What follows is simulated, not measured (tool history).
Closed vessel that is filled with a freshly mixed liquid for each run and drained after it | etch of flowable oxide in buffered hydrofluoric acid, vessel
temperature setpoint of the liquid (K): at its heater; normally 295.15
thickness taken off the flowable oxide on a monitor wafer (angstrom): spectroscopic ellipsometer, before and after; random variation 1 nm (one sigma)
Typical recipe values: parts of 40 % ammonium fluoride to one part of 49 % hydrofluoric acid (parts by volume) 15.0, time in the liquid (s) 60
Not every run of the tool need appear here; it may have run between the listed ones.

run   hour  temperature setpoint of the liquid (K)  parts of 40 % ammonium fluoride to one part of 49 % hydrofluoric acid (parts by volume)  time in the liquid (s)  read-back film thickness of the flowable oxide reference wafer, read on the same gauge (nm)  thickness taken off the flowable oxide on a monitor wafer (angstrom)
  1    0.0                                  295.15                                                                                     16.5                      60                                                                                        29.98                                                                1203.0
  2   15.3                                  295.15                                                                                     15.0                      60                                                                                        30.03                                                                1331.1
  3   31.3                                  295.15                                                                                     15.0                      60                                                                                        29.97                                                                1329.7
  4   48.9                                  295.15                                                                                     15.0                      60                                                                                        30.00                                                                1330.6
  5   63.3                                  295.15                                                                                     15.0                      60                                                                                        30.00                                                                1350.3
  6   73.0                                  295.15                                                                                     15.0                      60                                                                                        30.01                                                                1336.6
  7   85.1                                  295.15                                                                                     15.0                      60                                                                                        30.01                                                                1333.8
      97.0  -- gauge calibrated
  8  102.3                                  295.15                                                                                     15.0                      60                                                                                        29.97                                                                1357.3
     108.6  -- thermometer replaced
  9  115.4                                  295.15                                                                                     15.0                      60                                                                                        29.96                                                                1153.3
 10  125.5                                  297.65                                                                                     19.5                      60                                                                                        30.01                                                                1031.7
     133.8  -- hydrofluoric acid flow meter replaced
 11  136.6                                  295.15                                                                                     15.0                      60                                                                                        30.00                                                                1190.3
 12  151.3                                  292.65                                                                                     20.0                      45                                                                                        30.01                                                                 585.7
 13  163.8                                  292.15                                                                                     19.5                      30                                                                                        29.99                                                                 389.5
 14  175.2                                  295.15                                                                                     11.0                      60                                                                                        30.00                                                                1626.9
 15  185.9                                  295.15                                                                                     15.0                      60                                                                                        30.00                                                                1193.7
 16  192.8                                  295.15                                                                                     12.5                      80                                                                                        29.99                                                                1858.2
 17  243.5                                  299.15                                                                                     11.5                      80                                                                                        30.00                                                                2601.6
 18  255.3                                  298.65                                                                                     10.5                      60                                                                                        30.01                                                                2091.5
 19  263.8                                  292.65                                                                                     20.0                      45                                                                                        30.03                                                                 594.9
 20  281.5                                  295.15                                                                                     15.0                      60                                                                                        30.01                                                                1216.1
 21  288.2                                  295.15                                                                                     15.0                      45                                                                                        29.99                                                                 911.1

Forecast each of these 4 alternatives for the next run:
  A  288.9                                  295.15                                                                                     15.0                      60                                                                                            ?                                                                     ?
  B  288.9                                  298.15                                                                                     15.0                      50                                                                                            ?                                                                     ?
  C  288.9                                  291.65                                                                                     15.0                      60                                                                                            ?                                                                     ?
  D  288.9                                  295.15                                                                                     18.5                      30                                                                                            ?                                                                     ?

run  read-back film thickness of the flowable oxide reference wafer, read on the same gauge (nm)  thickness taken off the flowable oxide on a monitor wafer (angstrom)
  A                                                                                        29.97                                                                1229.7
  B                                                                                        29.97                                                                1206.8
  C                                                                                        29.97                                                                1012.0
  D                                                                                        29.97                                                                 500.1
Stripped of hidden state, with their random variation kept, the same runs would have yielded:
run  thickness taken off the flowable oxide on a monitor wafer (angstrom)
  A                                                                1174.0
  B                                                                1153.1
  C                                                                 965.1
  D                                                                 477.4
